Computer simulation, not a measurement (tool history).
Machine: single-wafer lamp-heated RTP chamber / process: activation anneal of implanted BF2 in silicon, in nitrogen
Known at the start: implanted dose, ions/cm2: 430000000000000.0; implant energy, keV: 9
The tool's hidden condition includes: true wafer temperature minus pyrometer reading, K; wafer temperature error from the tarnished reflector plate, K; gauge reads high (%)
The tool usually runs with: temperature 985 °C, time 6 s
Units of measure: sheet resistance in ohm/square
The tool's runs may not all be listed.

run	hour	temperature	time	wafers since the last listed run	wafers since the last pyrometer calibration	wafers since the reflector plate was cleaned	hours since the gauge calibration	read-back reference wafer on the same gauge, sheet resistance	sheet resistance
1	0	985	6	0	1878	4269	719.4	421.91	423.59
2	24.3	985	6	300	2179	4569	743.7	421.51	424.38
3	89.3	985	6	805	2984	5375	808.7	421.88	416.8
4	140.1	985	6	629	3613	6004	859.5	422.35	409.28
# hour 182.3: pyrometer window cleaned and pyrometer calibrated
5	211.8	985	5	788	364	6793	931.2	422.22	434.32
6	251	985	5	485	850	7278	970.4	421.43	434.96
7	296	985	5	557	1407	7836	1015.4	422.27	433.35
8	334.7	985	6	479	1886	8315	1054.1	422.35	423.44
9	359.6	985	6	308	2195	8623	1079	421.6	422.96
10	429.4	998	6	864	3059	9488	1148.8	421.93	388.8
# hour 486.3: reflector plate cleaned
# hour 493.9: pyrometer window cleaned and pyrometer calibrated
11	494.4	985	6	611	6	6	1213.8	421.87	426.92
12	519.9	985	6	315	322	322	1239.3	421.85	427.99
13	564.3	985	6	549	871	871	1283.7	421.94	426.99
# hour 746.6: pyrometer window cleaned and pyrometer calibrated
14	747.1	985	4	2164	6	3036	1466.5	421.97	442.02
# hour 748.3: gauge calibrated
15	801.2	985	6	670	676	3707	52.9	421.92	426.58
16	839.3	966	3	471	1148	4178	91	421.82	493.61
17	902.1	985	6	777	1926	4956	153.8	422.71	421.86
18	933.8	971	9	392	2319	5349	185.5	422.41	436.6
19	992.7	1009	5	729	3048	6078	244.4	421.65	382.72
# hour 1036.5: pyrometer window cleaned and pyrometer calibrated
20	1037	977	6	449	6	6528	288.7	421.23	447.41
21	1104.9	976	6	840	847	7369	356.6	422.44	446.64
# hour 1145: reflector plate cleaned
22	1174.7	964	8	765	1612	367	426.4	421.81	468.4
23	1224.3	985	3	614	2227	981	476	421.78	447.12
24	1277.7	985	9	661	2888	1643	529.4	421.97	395.21
# hour 1291.4: pyrometer window cleaned and pyrometer calibrated
25	1345.3	998	6	738	667	2381	597	421.61	399.33
26	1381.8	961	6	452	1120	2833	633.5	422.07	492.53
27	1410.8	1002	4	359	1479	3192	662.5	422.36	408.18
28	1467.9	959	6	707	2186	3900	719.6	421.83	490.82

Consider 4 possible next runs. They are alternatives, not a sequence: every one starts from the tool as it was left by run 28. What does each give?
A	1468.3	994	6	4	2191	3904	720	?	?
B	1468.3	1003	8	4	2191	3904	720	?	?
C	1468.3	998	10	4	2191	3904	720	?	?
D	1468.3	974	4	4	2191	3904	720	?	?

run	read-back reference wafer on the same gauge, sheet resistance	sheet resistance
A	421.87	402.44
B	421.87	375.97
C	421.87	374.86
D	421.87	463.52
Without the tool's hidden state the same runs would have given:
run	sheet resistance
A	410.42
B	382.02
C	381.18
D	473.96
